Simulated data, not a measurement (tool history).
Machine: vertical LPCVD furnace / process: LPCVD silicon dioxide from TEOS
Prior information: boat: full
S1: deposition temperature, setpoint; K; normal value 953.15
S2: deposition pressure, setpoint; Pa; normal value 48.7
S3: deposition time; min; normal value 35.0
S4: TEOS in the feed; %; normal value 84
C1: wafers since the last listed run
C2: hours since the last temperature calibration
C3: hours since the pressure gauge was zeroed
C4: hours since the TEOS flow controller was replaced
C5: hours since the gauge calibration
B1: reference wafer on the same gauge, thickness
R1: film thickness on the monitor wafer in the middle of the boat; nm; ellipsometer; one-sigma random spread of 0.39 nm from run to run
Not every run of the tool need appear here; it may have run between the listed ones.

run	hour	S1	S2	S3	S4	C1	C2	C3	C4	C5	B1	R1
1	0.0	953.15	56.0	35.0	84	0	1730.9	1907.5	2633.3	2051.1	207.99	198.27
2	44.6	953.15	48.7	35.0	84	487	1775.5	1952.1	2677.9	2095.7	208.04	184.27
3	78.8	953.15	48.7	35.0	84	373	1809.7	1986.3	2712.1	2129.9	207.90	184.15
4	108.2	953.15	48.7	44.5	84	321	1839.1	2015.7	2741.5	2159.3	207.91	235.14
# hour 144.4: thermocouples replaced and temperature profile calibrated
5	170.2	953.15	48.7	35.0	84	414	25.8	2077.7	2803.5	2221.3	208.03	188.04
# hour 250.3: gauge calibrated
6	255.5	953.15	48.7	35.0	84	931	111.1	2163.0	2888.8	5.2	207.96	187.17
# hour 321.3: TEOS flow controller replaced
7	321.7	953.15	48.7	35.0	84	460	177.3	2229.2	0.4	71.4	207.94	188.48
8	381.4	953.15	48.7	35.0	84	651	237.0	2288.9	60.1	131.1	207.91	188.13
# hour 412.9: pressure gauge zeroed
9	424.1	953.15	48.7	35.0	84	204	279.7	11.2	102.8	173.8	207.93	188.25
# hour 485.3: thermocouples replaced and temperature profile calibrated, repeated, since the last time left the tool worse
10	485.8	953.15	43.3	35.0	94	411	0.5	72.9	164.5	235.5	207.90	179.90
11	519.9	961.15	42.7	35.0	84	372	34.6	107.0	198.6	269.6	208.04	204.22
12	605.7	945.15	57.3	30.0	76	936	120.4	192.8	284.4	355.4	207.96	131.91
13	660.3	942.15	48.7	35.0	75	596	175.0	247.4	339.0	410.0	208.05	129.99
14	727.2	953.15	48.7	35.0	84	730	241.9	314.3	405.9	476.9	207.92	180.92
15	770.4	965.15	48.7	35.0	94	471	285.1	357.5	449.1	520.1	207.97	255.77
16	838.6	953.15	48.7	35.0	84	744	353.3	425.7	517.3	588.3	208.08	181.18
17	896.9	957.15	48.7	28.0	90	636	411.6	484.0	575.6	646.6	207.96	165.14
18	943.8	953.15	48.7	39.0	93	512	458.5	530.9	622.5	693.5	207.92	212.93
19	1008.6	953.15	48.7	35.0	84	707	523.3	595.7	687.3	758.3	207.95	180.86
20	1043.9	953.15	48.7	35.0	84	385	558.6	631.0	722.6	793.6	208.04	182.12
21	1077.4	953.15	41.3	43.0	84	365	592.1	664.5	756.1	827.1	208.08	206.03
22	1138.0	945.15	38.7	42.5	84	661	652.7	725.1	816.7	887.7	208.05	161.96
23	1270.7	944.15	42.7	21.5	84	1449	785.4	857.8	949.4	1020.4	208.01	84.07
24	1299.6	957.15	58.7	21.5	92	315	814.3	886.7	978.3	1049.3	207.93	141.83
25	1368.0	945.15	43.3	35.0	97	746	882.7	955.1	1046.7	1117.7	207.97	152.05
26	1406.9	953.15	38.7	30.5	73	424	921.6	994.0	1085.6	1156.6	208.06	132.28
27	1462.8	953.15	42.7	41.0	84	610	977.5	1049.9	1141.5	1212.5	208.09	199.83
28	1515.5	953.15	44.0	39.5	84	575	1030.2	1102.6	1194.2	1265.2	208.05	196.30
29	1560.6	953.15	54.7	35.0	84	492	1075.3	1147.7	1239.3	1310.3	208.06	194.94
30	1602.4	950.15	59.3	35.0	84	456	1117.1	1189.5	1281.1	1352.1	208.03	188.04
31	1641.4	953.15	48.7	35.0	84	425	1156.1	1228.5	1320.1	1391.1	207.97	183.26
32	1676.1	945.15	53.3	28.5	76	378	1190.8	1263.2	1354.8	1425.8	208.02	122.71

Consider 3 possible next runs. They are alternatives, not a sequence: every one starts from the tool as it was left by run 32. What does each give?
A	1681.1	953.15	48.7	35.0	84	54	1195.8	1268.2	1359.8	1430.8	?	?
B	1681.1	943.15	44.7	40.5	75	54	1195.8	1268.2	1359.8	1430.8	?	?
C	1681.1	953.15	54.0	35.0	96	54	1195.8	1268.2	1359.8	1430.8	?	?

run	B1	R1
A	207.94	184.52
B	207.94	151.33
C	207.94	207.79
With the hidden condition removed and each run's random variation left untouched, the same runs would have given:
run	R1
A	180.51
B	147.97
C	203.27
